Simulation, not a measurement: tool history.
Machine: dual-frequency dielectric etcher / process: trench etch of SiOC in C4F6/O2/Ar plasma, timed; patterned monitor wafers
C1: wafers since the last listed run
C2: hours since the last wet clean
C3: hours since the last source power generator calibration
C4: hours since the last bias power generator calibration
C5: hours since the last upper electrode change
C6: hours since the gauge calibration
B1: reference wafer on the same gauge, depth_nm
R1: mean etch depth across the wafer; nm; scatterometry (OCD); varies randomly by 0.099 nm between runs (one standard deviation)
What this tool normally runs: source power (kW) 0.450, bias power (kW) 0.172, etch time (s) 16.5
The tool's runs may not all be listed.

Run 1, hour 0.0: usual settings; C1 0; C2 42.0; C3 3569.2; C4 4051.9; C5 5498.3; C6 816.5; B1 31.40. Result: R1 35.29 nm.
Run 2, hour 43.8: usual settings; C1 540; C2 85.8; C3 3613.0; C4 4095.7; C5 5542.1; C6 860.3; B1 31.40. Result: R1 35.28 nm.
Run 3, hour 91.2: usual settings; C1 585; C2 133.2; C3 3660.4; C4 4143.1; C5 5589.5; C6 907.7; B1 31.41. Result: R1 35.40 nm.
Run 4, hour 153.3: usual settings but bias power (kW) 0.205; C1 766; C2 195.3; C3 3722.5; C4 4205.2; C5 5651.6; C6 969.8; B1 31.39. Result: R1 37.30 nm.
Run 5, hour 217.5: usual settings but bias power (kW) 0.205; C1 792; C2 259.5; C3 3786.7; C4 4269.4; C5 5715.8; C6 1034.0; B1 31.42. Result: R1 37.67 nm.
Run 6, hour 260.4: usual settings but bias power (kW) 0.160; C1 529; C2 302.4; C3 3829.6; C4 4312.3; C5 5758.7; C6 1076.9; B1 31.41. Result: R1 34.86 nm.
Run 7, hour 297.0: usual settings but bias power (kW) 0.156; C1 452; C2 339.0; C3 3866.2; C4 4348.9; C5 5795.3; C6 1113.5; B1 31.41. Result: R1 34.56 nm.
At hour 328.8: upper electrode replaced.
At hour 347.7: gauge calibrated.
Run 8, hour 347.9: usual settings but bias power (kW) 0.156; C1 332; C2 389.9; C3 3917.1; C4 4399.8; C5 19.1; C6 0.2; B1 31.39. Result: R1 34.66 nm.
At hour 378.3: bias power generator calibrated.
At hour 413.4: source power generator calibrated.
Run 9, hour 419.4: usual settings but bias power (kW) 0.156; C1 784; C2 461.4; C3 6.0; C4 41.1; C5 90.6; C6 71.7; B1 31.39. Result: R1 34.73 nm.
Run 10, hour 446.2: usual settings but source power (kW) 0.520, bias power (kW) 0.184, etch time (s) 14.0; C1 330; C2 488.2; C3 32.8; C4 67.9; C5 117.4; C6 98.5; B1 31.39. Result: R1 32.68 nm.
At hour 500.8: wet clean of the chamber.
Run 11, hour 501.3: usual settings but source power (kW) 0.350, bias power (kW) 0.198; C1 384; C2 0.5; C3 87.9; C4 123.0; C5 172.5; C6 153.6; B1 31.40. Result: R1 34.56 nm.
Run 12, hour 644.8: usual settings; C1 1772; C2 144.0; C3 231.4; C4 266.5; C5 316.0; C6 297.1; B1 31.39. Result: R1 36.32 nm.
At hour 699.4: wet clean of the chamber, repeated, since the last time left the tool worse.
Run 13, hour 699.9: usual settings but source power (kW) 0.400, etch time (s) 13.5; C1 384; C2 0.5; C3 286.5; C4 321.6; C5 371.1; C6 352.2; B1 31.42. Result: R1 27.52 nm.
Run 14, hour 727.8: usual settings but source power (kW) 0.390, bias power (kW) 0.130, etch time (s) 20.5; C1 344; C2 28.4; C3 314.4; C4 349.5; C5 399.0; C6 380.1; B1 31.40. Result: R1 38.10 nm.
Run 15, hour 757.1: usual settings but source power (kW) 0.500, bias power (kW) 0.190; C1 361; C2 57.7; C3 343.7; C4 378.8; C5 428.3; C6 409.4; B1 31.42. Result: R1 37.82 nm.
Run 16, hour 822.1: usual settings; C1 802; C2 122.7; C3 408.7; C4 443.8; C5 493.3; C6 474.4; B1 31.39. Result: R1 35.37 nm.
Run 17, hour 864.1: usual settings but source power (kW) 0.420, bias power (kW) 0.199; C1 518; C2 164.7; C3 450.7; C4 485.8; C5 535.3; C6 516.4; B1 31.40. Result: R1 36.20 nm.
Run 18, hour 924.6: usual settings; C1 747; C2 225.2; C3 511.2; C4 546.3; C5 595.8; C6 576.9; B1 31.42. Result: R1 35.48 nm.

Branching from run 18: 5 alternative next runs. What would each branch give?
Run A, hour 925.0: usual settings; C1 4; C2 225.6; C3 511.6; C4 546.7; C5 596.2; C6 577.3; B1 ?. Result: R1 ?.
Run B, hour 925.0: usual settings but source power (kW) 0.410, etch time (s) 12.0; C1 4; C2 225.6; C3 511.6; C4 546.7; C5 596.2; C6 577.3; B1 ?. Result: R1 ?.
Run C, hour 925.0: usual settings but source power (kW) 0.560, bias power (kW) 0.187, etch time (s) 13.5; C1 4; C2 225.6; C3 511.6; C4 546.7; C5 596.2; C6 577.3; B1 ?. Result: R1 ?.
Run D, hour 925.0: usual settings but source power (kW) 0.540; C1 4; C2 225.6; C3 511.6; C4 546.7; C5 596.2; C6 577.3; B1 ?. Result: R1 ?.
Run E, hour 925.0: usual settings but etch time (s) 12.0; C1 4; C2 225.6; C3 511.6; C4 546.7; C5 596.2; C6 577.3; B1 ?. Result: R1 ?.

run     B1     R1
  A  31.40  35.41
  B  31.40  24.90
  C  31.40  32.18
  D  31.40  37.85
  E  31.40  25.75
Without the tool's unlogged condition, the same runs would have read:
run     R1
  A  35.23
  B  24.77
  C  32.02
  D  37.66
  E  25.62
